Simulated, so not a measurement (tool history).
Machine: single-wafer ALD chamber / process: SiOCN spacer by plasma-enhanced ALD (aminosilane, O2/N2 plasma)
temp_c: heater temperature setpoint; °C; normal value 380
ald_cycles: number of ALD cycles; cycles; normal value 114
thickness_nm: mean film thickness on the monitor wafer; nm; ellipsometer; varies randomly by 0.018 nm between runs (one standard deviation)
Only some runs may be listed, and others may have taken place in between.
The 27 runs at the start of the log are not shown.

run,hour,temp_c,ald_cycles,"read-back reference wafer on the same gauge, thickness_nm",thickness_nm
28,675.5,390,104,7.352,6.543
29,694.6,393,103,7.353,6.538
30,719.4,390,120,7.350,7.612
31,794.7,367,91,7.338,5.733
32,812.2,380,102,7.337,6.421
33,832.4,380,114,7.330,7.200
34,861.7,391,121,7.330,7.622
35,889.6,380,93,7.324,5.841
36,918.9,380,114,7.326,7.184
37,941.5,387,133,7.322,8.374
38,955.3,370,131,7.319,8.233
39,973.9,380,114,7.318,7.186
40,996.9,380,114,7.318,7.169
41,1020.7,389,95,7.312,5.995
42,1035.8,389,124,7.308,7.773
43,1051.0,369,114,7.305,7.155
44,1077.9,369,100,7.307,6.252
45,1098.5,380,114,7.304,7.177
46,1129.5,380,114,7.300,7.148
47,1161.2,387,124,7.295,7.800

Below are 3 alternative next runs, each starting from the tool's condition after run 47. Predict each:
A,1161.8,380,134,?,?
B,1161.8,393,130,?,?
C,1161.8,387,121,?,?

run,"read-back reference wafer on the same gauge, thickness_nm",thickness_nm
A,7.296,8.430
B,7.296,8.178
C,7.296,7.612
Without the tool's unlogged condition, the same runs would have read:
run,thickness_nm
A,8.526
B,8.272
C,7.699
